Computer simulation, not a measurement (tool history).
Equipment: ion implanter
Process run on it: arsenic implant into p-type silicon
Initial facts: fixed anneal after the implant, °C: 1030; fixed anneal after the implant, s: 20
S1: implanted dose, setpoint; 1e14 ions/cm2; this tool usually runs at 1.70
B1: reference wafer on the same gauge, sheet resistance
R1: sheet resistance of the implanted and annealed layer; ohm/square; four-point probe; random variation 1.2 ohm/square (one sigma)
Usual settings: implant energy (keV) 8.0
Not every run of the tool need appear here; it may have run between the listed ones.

run 1 day=0.000 | S1=1.70 implant_energy_(keV)=8.0 | B1=654.17 | R1=612.69
run 2 day=0.442 | S1=1.35 implant_energy_(keV)=7.0 | B1=654.10 | R1=742.19
run 3 day=0.883 | S1=1.35 implant_energy_(keV)=7.0 | B1=654.16 | R1=741.05
run 4 day=1.304 | S1=1.70 implant_energy_(keV)=8.0 | B1=653.73 | R1=612.04
run 5 day=1.721 | S1=1.70 implant_energy_(keV)=8.0 | B1=653.87 | R1=612.98
-- day=2.079 Faraday cup replaced and dose calibrated
run 6 day=2.104 | S1=1.70 implant_energy_(keV)=8.0 | B1=653.83 | R1=589.57
run 7 day=2.779 | S1=1.70 implant_energy_(keV)=8.0 | B1=654.17 | R1=590.46
run 8 day=3.092 | S1=1.87 implant_energy_(keV)=8.0 | B1=654.10 | R1=548.39
run 9 day=3.483 | S1=1.87 implant_energy_(keV)=8.0 | B1=653.77 | R1=547.49
run 10 day=3.950 | S1=1.87 implant_energy_(keV)=8.0 | B1=654.16 | R1=549.54
run 11 day=4.692 | S1=2.06 implant_energy_(keV)=9.5 | B1=654.10 | R1=501.51
run 12 day=5.138 | S1=2.06 implant_energy_(keV)=9.5 | B1=653.98 | R1=501.47
run 13 day=5.821 | S1=1.56 implant_energy_(keV)=9.5 | B1=654.31 | R1=625.15
run 14 day=6.121 | S1=1.36 implant_energy_(keV)=9.5 | B1=653.86 | R1=693.00
run 15 day=6.521 | S1=1.70 implant_energy_(keV)=8.0 | B1=654.18 | R1=592.83
run 16 day=7.467 | S1=1.55 implant_energy_(keV)=5.5 | B1=654.01 | R1=656.41
run 17 day=7.812 | S1=1.70 implant_energy_(keV)=8.0 | B1=653.85 | R1=593.46
run 18 day=8.417 | S1=2.09 implant_energy_(keV)=6.5 | B1=653.69 | R1=509.90
run 19 day=8.750 | S1=2.05 implant_energy_(keV)=9.5 | B1=653.96 | R1=504.32
-- day=9.417 extraction supply calibrated
run 20 day=9.475 | S1=1.70 implant_energy_(keV)=6.5 | B1=654.01 | R1=604.97
run 21 day=10.188 | S1=1.41 implant_energy_(keV)=8.0 | B1=654.23 | R1=688.03
-- day=10.375 gauge calibrated
run 22 day=10.533 | S1=2.10 implant_energy_(keV)=7.0 | B1=654.05 | R1=509.29
run 23 day=11.188 | S1=1.87 implant_energy_(keV)=7.0 | B1=653.99 | R1=558.04
run 24 day=11.492 | S1=1.70 implant_energy_(keV)=8.0 | B1=654.07 | R1=593.51
run 25 day=12.192 | S1=1.44 implant_energy_(keV)=6.5 | B1=654.22 | R1=691.49
run 26 day=12.454 | S1=1.70 implant_energy_(keV)=8.0 | B1=653.71 | R1=593.45
run 27 day=13.192 | S1=1.70 implant_energy_(keV)=6.0 | B1=654.07 | R1=611.55
run 28 day=13.492 | S1=2.05 implant_energy_(keV)=5.5 | B1=654.08 | R1=528.58
run 29 day=14.004 | S1=2.00 implant_energy_(keV)=8.0 | B1=653.45 | R1=521.88
run 30 day=14.258 | S1=2.21 implant_energy_(keV)=5.5 | B1=653.80 | R1=497.62
run 31 day=14.512 | S1=1.95 implant_energy_(keV)=10.5 | B1=653.98 | R1=521.84
run 32 day=15.021 | S1=2.06 implant_energy_(keV)=9.0 | B1=654.23 | R1=508.28
run 33 day=15.417 | S1=1.70 implant_energy_(keV)=8.0 | B1=653.77 | R1=596.65
run 34 day=15.938 | S1=1.23 implant_energy_(keV)=10.5 | B1=653.78 | R1=743.39
run 35 day=16.654 | S1=1.70 implant_energy_(keV)=8.0 | B1=654.05 | R1=598.08
run 36 day=17.033 | S1=1.70 implant_energy_(keV)=8.0 | B1=654.00 | R1=599.72
run 37 day=17.721 | S1=1.70 implant_energy_(keV)=8.0 | B1=653.55 | R1=601.01

What if the next run were any one of these 4? Each begins from the tool's condition after run 37:
run A day=17.738 | S1=1.70 implant_energy_(keV)=8.0 | B1=? | R1=?
run B day=17.738 | S1=1.90 implant_energy_(keV)=6.0 | B1=? | R1=?
run C day=17.738 | S1=1.70 implant_energy_(keV)=9.0 | B1=? | R1=?
run D day=17.738 | S1=1.32 implant_energy_(keV)=10.5 | B1=? | R1=?

run=A B1=653.93 R1=596.85
run=B B1=653.93 R1=559.24
run=C B1=653.93 R1=590.41
run=D B1=653.93 R1=706.21
Stripped of hidden state, with their random variation kept, the same runs would have yielded:
run=A R1=590.51
run=B R1=553.18
run=C R1=584.19
run=D R1=698.97

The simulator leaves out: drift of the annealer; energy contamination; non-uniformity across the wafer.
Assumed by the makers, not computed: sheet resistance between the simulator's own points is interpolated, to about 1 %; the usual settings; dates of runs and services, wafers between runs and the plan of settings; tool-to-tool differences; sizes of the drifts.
